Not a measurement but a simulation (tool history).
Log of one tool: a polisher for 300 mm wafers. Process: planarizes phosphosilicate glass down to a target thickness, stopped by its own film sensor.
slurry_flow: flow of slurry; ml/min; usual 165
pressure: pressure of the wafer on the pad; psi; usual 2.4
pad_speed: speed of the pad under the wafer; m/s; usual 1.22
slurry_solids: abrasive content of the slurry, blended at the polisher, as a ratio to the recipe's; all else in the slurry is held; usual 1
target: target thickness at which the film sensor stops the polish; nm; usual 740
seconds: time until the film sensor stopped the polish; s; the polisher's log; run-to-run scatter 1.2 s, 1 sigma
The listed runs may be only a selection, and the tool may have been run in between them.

| run | hour | slurry_flow | pressure | pad_speed | slurry_solids | target | incoming thickness of the incoming film, nm | seconds |
|---|---|---|---|---|---|---|---|---|
| 1 | 0 | 165 | 2.4 | 1.22 | 1 | 740 | 1583.3 | 136.1 |
| 2 | 15.8 | 165 | 2.4 | 1.22 | 1 | 740 | 1581.2 | 138.8 |
| 3 | 32.8 | 220 | 2.4 | 1.22 | 1.1 | 740 | 1597.6 | 125.8 |
| 4 | 43.6 | 130 | 2.4 | 1.22 | 1 | 740 | 1564.1 | 140.2 |
| 5 | 56.8 | 135 | 2.4 | 1.22 | 1 | 740 | 1563.7 | 140.4 |
| 6 | 73.3 | 165 | 2.4 | 1.22 | 1 | 740 | 1575.3 | 140.9 |
| 7 | 84 | 165 | 2.4 | 1.5 | 0.85 | 972 | 1575.7 | 97.6 |
|  | 87.8 | conditioning disc replaced and pad reconditioned |
| 8 | 99.3 | 165 | 2.4 | 0.88 | 1 | 740 | 1555.7 | 175.6 |
|  | 106.3 | worn pad replaced by a new one |
|  | 117.2 | head pressure recalibrated |
| 9 | 123.8 | 165 | 2.4 | 1.22 | 1 | 740 | 1578.8 | 133.9 |
| 10 | 135.6 | 165 | 2.4 | 1.22 | 1 | 740 | 1563.6 | 130.6 |
|  | 152.1 | slurry blender recalibrated |
| 11 | 152.6 | 165 | 2.4 | 1.22 | 1 | 740 | 1583.2 | 131.1 |
| 12 | 168.3 | 165 | 2.8 | 1.22 | 1 | 974 | 1608.7 | 83.7 |
| 13 | 177.1 | 165 | 2.7 | 1 | 1.2 | 603 | 1591.1 | 142.4 |
| 14 | 190.4 | 140 | 1.9 | 1.22 | 1 | 820 | 1588.4 | 151.9 |
| 15 | 208.6 | 165 | 2.4 | 1.22 | 1 | 740 | 1567.2 | 129.1 |
|  | 224.4 | worn pad replaced by a new one |
| 16 | 224.9 | 185 | 1.8 | 0.86 | 1 | 547 | 1569.2 | 268.6 |
| 17 | 234.5 | 165 | 2.7 | 1.22 | 1 | 910 | 1576.2 | 93.5 |
| 18 | 246.6 | 165 | 2.4 | 0.82 | 1 | 740 | 1610.3 | 179.9 |
| 19 | 261.9 | 205 | 2.7 | 1.22 | 0.7 | 915 | 1572.5 | 123 |
| 20 | 287.3 | 165 | 2.4 | 1.52 | 1.15 | 740 | 1604.3 | 104.7 |
| 21 | 294.8 | 165 | 2.4 | 1.22 | 1 | 740 | 1559.4 | 130.3 |
| 22 | 306.7 | 165 | 3.1 | 1.22 | 1 | 589 | 1596 | 124.9 |
| 23 | 324.1 | 195 | 2.4 | 1.02 | 1 | 740 | 1593.9 | 151.6 |
| 24 | 334.4 | 120 | 2.8 | 1.22 | 0.75 | 943 | 1593.4 | 121 |
| 25 | 346 | 165 | 2.4 | 1.22 | 1 | 740 | 1597.6 | 138.8 |
| 26 | 353.5 | 190 | 2.4 | 1.22 | 1 | 740 | 1590.1 | 131.9 |

Measured result minus the same run's result without the hidden state. Both carry the same run-to-run variation, though not necessarily the same gauge scatter:
The tool's hidden condition here consists of: removal rate lost through wear of the pad, %; slurry flow missing at the pad, %; deviation of the head's pressure from its setpoint, %; abrasive missing from the slurry, %; time polished since the conditioner stopped cutting, s.
| run | seconds |
|---|---|
| 1 | +6.4 |
| 2 | +7.3 |
| 3 | +7.3 |
| 4 | +8.9 |
| 5 | +9.7 |
| 6 | +10.7 |
| 7 | +8.1 |
| 8 | +15.5 |
| 9 | +3.5 |
| 10 | +3.8 |
| 11 | +0.4 |
| 12 | +0.4 |
| 13 | +0.5 |
| 14 | +0.8 |
| 15 | +0.9 |
| 16 | +2.2 |
| 17 | +0.9 |
| 18 | +2 |
| 19 | +2 |
| 20 | +1.7 |
| 21 | +2.5 |
| 22 | +2.7 |
| 23 | +3.9 |
| 24 | +3.8 |
| 25 | +4.3 |
| 26 | +4.4 |
